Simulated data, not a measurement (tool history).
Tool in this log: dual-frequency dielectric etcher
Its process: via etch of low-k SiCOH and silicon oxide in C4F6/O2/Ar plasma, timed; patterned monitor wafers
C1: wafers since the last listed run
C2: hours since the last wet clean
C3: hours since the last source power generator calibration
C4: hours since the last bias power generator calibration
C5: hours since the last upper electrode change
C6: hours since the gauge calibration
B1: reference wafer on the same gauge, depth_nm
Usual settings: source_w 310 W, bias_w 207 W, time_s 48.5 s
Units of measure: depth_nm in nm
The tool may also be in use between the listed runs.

{"run": 1, "hour": 0.0, "source_w": 310, "bias_w": 207, "time_s": 55.5, "C1": 0, "C2": 126.9, "C3": 3719.7, "C4": 3606.6, "C5": 5042.0, "C6": 261.5, "B1": 113.0, "depth_nm": 134.5}
{"run": 2, "hour": 47.0, "source_w": 310, "bias_w": 207, "time_s": 55.5, "C1": 530, "C2": 173.9, "C3": 3766.7, "C4": 3653.6, "C5": 5089.0, "C6": 308.5, "B1": 112.9, "depth_nm": 135.1}
{"run": 3, "hour": 165.4, "source_w": 310, "bias_w": 207, "time_s": 56.5, "C1": 1335, "C2": 292.3, "C3": 3885.1, "C4": 3772.0, "C5": 5207.4, "C6": 426.9, "B1": 113.0, "depth_nm": 138.2}
{"run": 4, "hour": 205.9, "source_w": 310, "bias_w": 207, "time_s": 48.5, "C1": 456, "C2": 332.8, "C3": 3925.6, "C4": 3812.5, "C5": 5247.9, "C6": 467.4, "B1": 113.0, "depth_nm": 118.4}
{"run": 5, "hour": 245.8, "source_w": 310, "bias_w": 207, "time_s": 48.5, "C1": 450, "C2": 372.7, "C3": 3965.5, "C4": 3852.4, "C5": 5287.8, "C6": 507.3, "B1": 113.0, "depth_nm": 119.1}
{"run": 6, "hour": 297.5, "source_w": 310, "bias_w": 207, "time_s": 48.5, "C1": 583, "C2": 424.4, "C3": 4017.2, "C4": 3904.1, "C5": 5339.5, "C6": 559.0, "B1": 113.0, "depth_nm": 119.2}
{"hour": 316.1, "done": "gauge calibrated"}
{"hour": 339.3, "done": "wet clean of the chamber"}
{"run": 7, "hour": 353.4, "source_w": 310, "bias_w": 207, "time_s": 48.5, "C1": 359, "C2": 14.1, "C3": 4073.1, "C4": 3960.0, "C5": 5395.4, "C6": 37.3, "B1": 113.0, "depth_nm": 120.2}
{"run": 8, "hour": 381.7, "source_w": 310, "bias_w": 207, "time_s": 48.5, "C1": 319, "C2": 42.4, "C3": 4101.4, "C4": 3988.3, "C5": 5423.7, "C6": 65.6, "B1": 113.0, "depth_nm": 120.2}
{"run": 9, "hour": 430.0, "source_w": 310, "bias_w": 207, "time_s": 48.5, "C1": 544, "C2": 90.7, "C3": 4149.7, "C4": 4036.6, "C5": 5472.0, "C6": 113.9, "B1": 113.0, "depth_nm": 121.0}
{"run": 10, "hour": 495.5, "source_w": 310, "bias_w": 207, "time_s": 48.5, "C1": 738, "C2": 156.2, "C3": 4215.2, "C4": 4102.1, "C5": 5537.5, "C6": 179.4, "B1": 113.0, "depth_nm": 121.3}
{"hour": 549.3, "done": "wet clean of the chamber, repeated, since the last time left the tool worse"}
{"run": 11, "hour": 549.8, "source_w": 330, "bias_w": 207, "time_s": 38.0, "C1": 341, "C2": 0.5, "C3": 4269.5, "C4": 4156.4, "C5": 5591.8, "C6": 233.7, "B1": 113.1, "depth_nm": 96.1}
{"run": 12, "hour": 562.5, "source_w": 310, "bias_w": 207, "time_s": 48.5, "C1": 143, "C2": 13.2, "C3": 4282.2, "C4": 4169.1, "C5": 5604.5, "C6": 246.4, "B1": 113.0, "depth_nm": 117.6}
{"hour": 607.4, "done": "upper electrode replaced"}
{"run": 13, "hour": 607.9, "source_w": 370, "bias_w": 258, "time_s": 62.0, "C1": 241, "C2": 58.6, "C3": 4327.6, "C4": 4214.5, "C5": 0.5, "C6": 291.8, "B1": 113.0, "depth_nm": 177.3}
{"hour": 612.3, "done": "source power generator calibrated"}
{"run": 14, "hour": 659.3, "source_w": 240, "bias_w": 169, "time_s": 36.0, "C1": 534, "C2": 110.0, "C3": 47.0, "C4": 4265.9, "C5": 51.9, "C6": 343.2, "B1": 113.0, "depth_nm": 70.2}
{"hour": 669.2, "done": "bias power generator calibrated"}
{"run": 15, "hour": 726.4, "source_w": 240, "bias_w": 172, "time_s": 53.5, "C1": 711, "C2": 177.1, "C3": 114.1, "C4": 57.2, "C5": 119.0, "C6": 410.3, "B1": 113.0, "depth_nm": 105.2}

Expected results for the next run?
{"run": 16, "hour": 756.8, "source_w": 370, "bias_w": 207, "time_s": 59.5, "C1": 342, "C2": 207.5, "C3": 144.5, "C4": 87.6, "C5": 149.4, "C6": 440.7, "B1": "?", "depth_nm": "?"}

B1: 113.1
depth_nm: 161.2 nm
Were there no unlogged condition in the tool, this run, its random variation unchanged, would have produced depth_nm 159.3 nm.
